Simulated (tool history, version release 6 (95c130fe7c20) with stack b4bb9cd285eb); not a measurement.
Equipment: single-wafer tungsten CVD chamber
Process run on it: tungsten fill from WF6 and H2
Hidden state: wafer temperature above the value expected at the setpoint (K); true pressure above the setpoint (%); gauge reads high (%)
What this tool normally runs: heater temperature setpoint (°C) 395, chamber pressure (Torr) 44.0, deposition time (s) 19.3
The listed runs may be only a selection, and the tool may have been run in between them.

run    hour  heater temperature setpoint (°C)  chamber pressure (Torr)  deposition time (s)  wafers since the last listed run  hours since the last thermocouple change  hours since the last manometer calibration  hours since the showerhead was replaced  hours since the gauge calibration  read-back reference wafer on the same gauge, thickness_nm  mean film thickness on the monitor wafer (Å)
  1     0.0                               405                     44.0                 19.3                                 0                                     813.1                                       274.5                                   3199.9                             1350.4                                                     52.620                                        779.03
  2    95.5                               405                     44.0                 19.3                              2743                                     908.6                                       370.0                                   3295.4                             1445.9                                                     52.640                                        781.66
  3   293.2                               405                     44.0                 19.3                              5679                                    1106.3                                       567.7                                   3493.1                             1643.6                                                     52.544                                        777.33
  4   339.8                               395                     44.0                 19.3                              1338                                    1152.9                                       614.3                                   3539.7                             1690.2                                                     52.636                                        638.07
  5   378.9                               395                     44.0                 19.3                              1123                                    1192.0                                       653.4                                   3578.8                             1729.3                                                     52.608                                        631.34
  6   456.0                               395                     44.0                 19.3                              2214                                    1269.1                                       730.5                                   3655.9                             1806.4                                                     52.634                                        637.59
  7   493.7                               395                     44.0                 19.3                              1083                                    1306.8                                       768.2                                   3693.6                             1844.1                                                     52.651                                        636.30
  8   584.4                               395                     44.0                 19.3                              2605                                    1397.5                                       858.9                                   3784.3                             1934.8                                                     52.608                                        632.36
  9   645.4                               395                     44.0                 19.3                              1752                                    1458.5                                       919.9                                   3845.3                             1995.8                                                     52.598                                        638.69
 10   746.5                               395                     44.0                 19.3                              2904                                    1559.6                                      1021.0                                   3946.4                             2096.9                                                     52.621                                        636.83
      765.6  -- showerhead replaced, of another model than before
 11  1008.2                               395                     44.0                 19.3                              7288                                    1821.3                                      1282.7                                    242.6                             2358.6                                                     52.620                                        644.18
 12  1095.5                               395                     44.0                 18.2                              2508                                    1908.6                                      1370.0                                    329.9                             2445.9                                                     52.631                                        612.02
     1190.0  -- thermocouple changed; heater temperature recalibrated
 13  1190.5                               395                     44.0                 18.2                              2499                                       0.5                                      1465.0                                    424.9                             2540.9                                                     52.550                                        613.21
 14  1271.8                               405                     44.0                 19.3                              2335                                      81.8                                      1546.3                                    506.2                             2622.2                                                     52.620                                        805.89
     1314.1  -- gauge calibrated
     1335.4  -- capacitance manometer re-zeroed and calibrated
 15  1335.9                               395                     44.0                 16.7                              1611                                     145.9                                         0.5                                    570.3                               21.8                                                     52.664                                        542.10
 16  1388.2                               408                     54.7                 21.7                              1502                                     198.2                                        52.8                                    622.6                               74.1                                                     52.604                                       1029.63
 17  1449.9                               395                     38.1                 19.3                              1772                                     259.9                                       114.5                                    684.3                              135.8                                                     52.635                                        582.06
 18  1535.0                               395                     40.0                 21.5                              2444                                     345.0                                       199.6                                    769.4                              220.9                                                     52.643                                        666.54
 19  1595.6                               395                     44.0                 19.3                              1740                                     405.6                                       260.2                                    830.0                              281.5                                                     52.638                                        622.99
 20  1681.2                               395                     44.0                 19.3                              2459                                     491.2                                       345.8                                    915.6                              367.1                                                     52.643                                        633.02
 21  1746.0                               395                     36.0                 19.3                              1861                                     556.0                                       410.6                                    980.4                              431.9                                                     52.686                                        563.52
 22  1869.2                               383                     50.3                 22.7                              3539                                     679.2                                       533.8                                   1103.6                              555.1                                                     52.587                                        609.47

The next listed run, before its measurement:
 23  1973.3                               395                     44.0                 19.3                              2990                                     783.3                                       637.9                                   1207.7                              659.2                                                          ?                                             ?

{"run 23": {"read-back reference wafer on the same gauge, thickness_nm": 52.575, "mean film thickness on the monitor wafer (Å)": 636.33}}
Were there no unlogged condition in the tool, this run, its random variation unchanged, would have produced mean film thickness on the monitor wafer (Å) 635.29.
